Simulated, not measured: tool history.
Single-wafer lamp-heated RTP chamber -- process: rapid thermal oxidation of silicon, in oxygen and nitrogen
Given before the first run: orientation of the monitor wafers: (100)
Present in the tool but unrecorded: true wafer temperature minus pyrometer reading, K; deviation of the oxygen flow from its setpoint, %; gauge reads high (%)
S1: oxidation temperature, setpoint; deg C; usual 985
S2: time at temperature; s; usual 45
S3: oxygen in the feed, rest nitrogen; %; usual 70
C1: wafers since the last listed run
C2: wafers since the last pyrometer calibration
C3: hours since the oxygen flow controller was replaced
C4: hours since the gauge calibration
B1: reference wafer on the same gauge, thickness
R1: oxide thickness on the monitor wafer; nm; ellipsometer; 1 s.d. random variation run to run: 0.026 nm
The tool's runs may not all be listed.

run     day    S1  S2  S3   C1    C2      C3     C4     B1     R1
  1       0   985  52  70    0  7137    6498  597.6   4.25  5.029
  2   0.617   985  52  70  121  7258  6512.8  612.4  4.257  5.045
  3   1.338   985  52  70  141  7400  6530.1  629.7  4.254  5.005
  4   1.658   985  45  70   62  7463  6537.8  637.4  4.255  4.767
  5   2.604   985  45  70  185  7648  6560.5  660.1  4.251   4.73
  6   3.171   978  45  70  111  7760  6574.1  673.7  4.252  4.557
  7   3.617   978  45  70   87  7847  6584.8  684.4  4.247  4.524
  8   3.888   978  45  70   53  7900  6591.3  690.9  4.243  4.554
      5.233  -- gauge calibrated
      5.825  -- pyrometer window cleaned and pyrometer calibrated
  9   5.888   985  36  70  327    12  6639.3   15.7   4.24  4.186
 10   6.821   985  45  70  183   195  6661.7   38.1  4.255  4.571
 11   7.171   985  45  70   68   264  6670.1   46.5  4.257  4.581
 12   7.471   985  45  70   58   323  6677.3   53.7  4.259  4.539
 13   8.004   985  45  70  104   427  6690.1   66.5   4.25  4.549
 14   8.633   985  45  70  123   551  6705.2   81.6  4.251  4.596
 15   8.992   985  28  51   70   621  6713.8   90.2  4.248    3.5
 16   9.258   996  34  49   52   674  6720.2   96.6  4.248  3.935
 17   9.579   985  45  70   62   736  6727.9  104.3  4.248   4.51
 18  10.267   994  28  97  134   871  6744.4  120.8  4.247  4.457
 19  10.883   985  28  70  121   992  6759.2  135.6  4.249  3.824
     11.533  -- oxygen flow controller replaced
 20  11.554  1001  45  70   66  1059     0.5  151.7  4.253   5.11
 21  11.925   985  45  70   72  1132     9.4  160.6  4.239  4.598
 22  12.354   985  45  70   84  1216    19.7  170.9  4.259  4.584
 23  12.692  1001  45  70   66  1282    27.8    179  4.259  5.122
 24  13.121   985  35  80   84  1366    38.1  189.3  4.254  4.353
 25  13.779   972  27  70  129  1495    53.9  205.1  4.248  3.519
 26  14.071  1005  59  95   57  1553    60.9  212.1  4.244  6.566
 27  14.642   985  45  70  112  1665    74.6  225.8  4.251  4.617
 28  15.129  1015  64  90   95  1760    86.3  237.5  4.248  7.193
 29  15.421   972  45  96   57  1818    93.3  244.5  4.254  4.685
 30  15.996   985  45  70  112  1931   107.1  258.3  4.255  4.584
 31  16.742   985  28  51  146  2077     125  276.2  4.248  3.526
 32  17.162   985  45  70   82  2160   135.1  286.3  4.264  4.632
 33  17.567  1009  34  70   79  2239   144.8    296  4.245  4.834
 34  17.838   956  64  46   53  2292   151.3  302.5  4.254  3.869
 35  18.388   965  45  42  107  2400   164.5  315.7  4.253  3.522
 36  19.038   985  32  43  127  2528   180.1  331.3   4.26  3.546
 37  19.421   993  29  61   75  2603   189.3  340.5  4.259  3.952

Each run again, without the hidden state but with its own random variation kept:
run     R1
  1  4.827
  2  4.839
  3  4.797
  4  4.571
  5  4.532
  6  4.366
  7  4.333
  8  4.361
  9  4.182
 10  4.562
 11  4.571
 12  4.528
 13  4.536
 14  4.579
 15  3.489
 16   3.92
 17   4.49
 18  4.434
 19  3.805
 20  5.077
 21  4.568
 22  4.552
 23  5.084
 24  4.319
 25  3.494
 26  6.505
 27  4.574
 28  7.119
 29  4.637
 30  4.536
 31  3.493
 32  4.578
 33  4.776
 34  3.827
 35  3.487
 36  3.508
 37  3.902
